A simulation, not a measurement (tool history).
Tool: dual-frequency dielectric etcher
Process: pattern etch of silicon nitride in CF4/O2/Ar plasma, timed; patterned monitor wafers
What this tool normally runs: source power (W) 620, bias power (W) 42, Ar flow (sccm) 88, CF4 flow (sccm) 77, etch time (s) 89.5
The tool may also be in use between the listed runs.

run,day,source power (W),bias power (W),Ar flow (sccm),CF4 flow (sccm),etch time (s),wafers since the last listed run,hours since the last wet clean,hours since the last source power generator calibration,hours since the last bias power generator calibration,hours since the last Ar flow controller change,hours since the last CF4 flow controller change,hours since the last upper electrode change,hours since the gauge calibration,"read-back reference wafer on the same gauge, depth_nm",mean etch depth across the wafer (angstrom)
1,0,620,42,88,77,89.5,0,253.5,3478.9,1031.5,4441.8,2127.3,2846.2,649.8,186.9,1862
2,3.379,620,42,88,77,89.5,1047,334.6,3560,1112.6,4522.9,2208.4,2927.3,730.9,186.9,1853
# day 6.192: wet clean of the chamber
3,6.492,620,42,88,77,89.5,654,7.2,3634.7,1187.3,4597.6,2283.1,3002,805.6,187,1929
4,10.279,620,42,88,77,89.5,1173,98.1,3725.6,1278.2,4688.5,2374,3092.9,896.5,187.1,1913
5,14.533,620,42,88,77,89.5,1318,200.2,3827.7,1380.3,4790.6,2476.1,3195,998.6,187,1873
6,18.579,620,42,88,77,89.5,1254,297.3,3924.8,1477.4,4887.7,2573.2,3292.1,1095.7,187,1861
# day 20.212: wet clean of the chamber
7,25.667,620,42,88,77,89.5,1886,130.9,4094.9,1647.5,5057.8,2743.3,3462.2,1265.8,187,1867
# day 27.746: gauge calibrated
8,28.212,620,35,88,77,89.5,789,192,4156,1708.6,5118.9,2804.4,3523.3,11.2,187,1768
# day 30.312: CF4 flow controller replaced
9,30.333,620,42,88,77,89.5,579,242.9,4206.9,1759.5,5169.8,0.5,3574.2,62.1,187,1853
# day 31.667: upper electrode replaced
10,32.358,620,42,88,77,89.5,317,291.5,4255.5,1808.1,5218.4,49.1,16.6,110.7,187,1851
# day 34.488: source power generator calibrated
# day 34.908: wet clean of the chamber
# day 36.396: Ar flow controller replaced
# day 36.458: bias power generator calibrated
11,36.646,620,51,88,77,89.5,1049,41.7,51.8,4.5,6,152,119.5,213.6,187,2130
12,39.075,580,42,88,77,89.5,752,100,110.1,62.8,64.3,210.3,177.8,271.9,187.1,1864
13,43.354,620,42,88,77,89.5,1326,202.7,212.8,165.5,167,313,280.5,374.6,186.9,1964
14,47.3,580,42,77,77,89.5,1223,297.4,307.5,260.2,261.7,407.7,375.2,469.3,187,1868
# day 50.288: wet clean of the chamber
15,51.742,620,42,88,77,109.5,1066,34.9,414.1,366.8,368.3,514.3,481.8,575.9,187.1,2441
16,53.558,620,42,88,77,89.5,563,78.5,457.7,410.4,411.9,557.9,525.4,619.5,187,1966
17,57.892,620,42,88,84,97,1343,182.5,561.7,514.4,515.9,661.9,629.4,723.5,187,2149
18,60.446,620,39,88,96,73,791,243.8,623,575.7,577.2,723.2,690.7,784.8,187,1606
# day 65.188: wet clean of the chamber
19,65.208,620,35,88,93,89.5,1166,0.5,737.3,690,691.5,837.5,805,899.1,187,1954
20,68.729,620,42,88,77,89.5,1091,85,821.8,774.5,776,922,889.5,983.6,187.1,1987

Branching from run 20: 3 alternative next runs. What would each branch give?
A,68.746,620,42,88,83,89.5,5,85.4,822.2,774.9,776.4,922.4,889.9,984,?,?
B,68.746,620,46,88,87,89.5,5,85.4,822.2,774.9,776.4,922.4,889.9,984,?,?
C,68.746,560,47,79,59,89.5,5,85.4,822.2,774.9,776.4,922.4,889.9,984,?,?

run,"read-back reference wafer on the same gauge, depth_nm",mean etch depth across the wafer (angstrom)
A,187,2006
B,187,2083
C,187,1814
With the hidden condition removed and each run's random variation left untouched, the same runs would have given:
run,mean etch depth across the wafer (angstrom)
A,2033
B,2111
C,1839
